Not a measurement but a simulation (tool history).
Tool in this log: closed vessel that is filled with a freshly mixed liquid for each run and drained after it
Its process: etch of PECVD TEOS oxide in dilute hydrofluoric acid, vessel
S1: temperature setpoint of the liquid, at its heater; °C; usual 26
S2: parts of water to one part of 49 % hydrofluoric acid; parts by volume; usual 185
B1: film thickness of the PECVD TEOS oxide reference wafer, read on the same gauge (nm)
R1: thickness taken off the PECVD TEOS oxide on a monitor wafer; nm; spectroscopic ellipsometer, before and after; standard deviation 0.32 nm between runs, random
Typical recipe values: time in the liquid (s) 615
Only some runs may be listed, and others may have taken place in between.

run 1 hour=0 | S1=26 S2=185 time_in_the_liquid_(s)=615 | B1=99.95 | R1=36.77
run 2 hour=98.4 | S1=26 S2=185 time_in_the_liquid_(s)=615 | B1=99.98 | R1=36.63
run 3 hour=208.2 | S1=26 S2=185 time_in_the_liquid_(s)=885 | B1=99.99 | R1=52.17
run 4 hour=247.4 | S1=22.5 S2=185 time_in_the_liquid_(s)=615 | B1=100.01 | R1=31.54
run 5 hour=337.4 | S1=22.5 S2=185 time_in_the_liquid_(s)=615 | B1=100.02 | R1=32.55
run 6 hour=374.2 | S1=22.5 S2=185 time_in_the_liquid_(s)=615 | B1=100 | R1=32.1
-- hour=477.6 thermometer replaced
-- hour=647.6 hydrofluoric acid flow meter replaced
run 7 hour=694.8 | S1=26 S2=120 time_in_the_liquid_(s)=615 | B1=100 | R1=53.84
run 8 hour=754.4 | S1=26 S2=120 time_in_the_liquid_(s)=615 | B1=100.03 | R1=53.83
run 9 hour=837.5 | S1=26 S2=245 time_in_the_liquid_(s)=615 | B1=100.04 | R1=23.29
run 10 hour=930.7 | S1=26 S2=245 time_in_the_liquid_(s)=615 | B1=99.98 | R1=22.89
run 11 hour=977.9 | S1=26 S2=185 time_in_the_liquid_(s)=345 | B1=100.01 | R1=18.51
run 12 hour=1083.1 | S1=21.5 S2=250 time_in_the_liquid_(s)=615 | B1=99.98 | R1=19.6
run 13 hour=1127.8 | S1=30.5 S2=145 time_in_the_liquid_(s)=495 | B1=100.01 | R1=42.72
run 14 hour=1322.4 | S1=26 S2=185 time_in_the_liquid_(s)=355 | B1=99.97 | R1=19.54
run 15 hour=1368 | S1=27 S2=185 time_in_the_liquid_(s)=615 | B1=100.01 | R1=35.69
run 16 hour=1410.6 | S1=26 S2=185 time_in_the_liquid_(s)=955 | B1=99.95 | R1=52.68
run 17 hour=1503 | S1=30 S2=100 time_in_the_liquid_(s)=615 | B1=100.01 | R1=81.64
-- hour=1543.4 gauge calibrated
run 18 hour=1600.8 | S1=26 S2=185 time_in_the_liquid_(s)=955 | B1=99.95 | R1=52.98
run 19 hour=1659.8 | S1=26 S2=95 time_in_the_liquid_(s)=615 | B1=100.05 | R1=74.68
run 20 hour=1737.7 | S1=26 S2=185 time_in_the_liquid_(s)=615 | B1=99.98 | R1=35.09
run 21 hour=1841 | S1=26 S2=185 time_in_the_liquid_(s)=615 | B1=99.97 | R1=35.3
run 22 hour=1879.3 | S1=23 S2=95 time_in_the_liquid_(s)=790 | B1=100.01 | R1=87.39
run 23 hour=1918.3 | S1=28.5 S2=215 time_in_the_liquid_(s)=750 | B1=100.04 | R1=38.5
run 24 hour=1975.6 | S1=26 S2=185 time_in_the_liquid_(s)=615 | B1=100 | R1=35.46
run 25 hour=2063.2 | S1=26 S2=185 time_in_the_liquid_(s)=615 | B1=99.98 | R1=34.72
-- hour=2069.1 hydrofluoric acid flow meter replaced
run 26 hour=2116.5 | S1=23.5 S2=245 time_in_the_liquid_(s)=615 | B1=100 | R1=22.35
run 27 hour=2188.5 | S1=26 S2=185 time_in_the_liquid_(s)=615 | B1=99.99 | R1=33.54
run 28 hour=2245.9 | S1=24 S2=105 time_in_the_liquid_(s)=940 | B1=100 | R1=92.69
run 29 hour=2326.8 | S1=22.5 S2=105 time_in_the_liquid_(s)=800 | B1=100 | R1=76.05
run 30 hour=2418.6 | S1=28 S2=185 time_in_the_liquid_(s)=255 | B1=100.03 | R1=15.47
run 31 hour=2498.5 | S1=30.5 S2=185 time_in_the_liquid_(s)=405 | B1=99.97 | R1=26.69
run 32 hour=2556.2 | S1=26 S2=125 time_in_the_liquid_(s)=615 | B1=99.98 | R1=54.34

Each row is a separate what-if for the run after 32, all from the same tool condition, not one after another. Results?
run A hour=2557 | S1=26 S2=185 time_in_the_liquid_(s)=615 | B1=? | R1=?
run B hour=2557 | S1=27.5 S2=230 time_in_the_liquid_(s)=370 | B1=? | R1=?
run C hour=2557 | S1=26 S2=115 time_in_the_liquid_(s)=300 | B1=? | R1=?
run D hour=2557 | S1=23 S2=130 time_in_the_liquid_(s)=710 | B1=? | R1=?
run E hour=2557 | S1=26 S2=275 time_in_the_liquid_(s)=615 | B1=? | R1=?

run=A B1=99.99 R1=35.11
run=B B1=99.99 R1=16.98
run=C B1=99.99 R1=30.05
run=D B1=99.99 R1=55.08
run=E B1=99.99 R1=21.34
What these runs would have given with no unlogged condition in the tool:
run=A R1=32.21
run=B R1=15.62
run=C R1=27.49
run=D R1=50.31
run=E R1=19.64
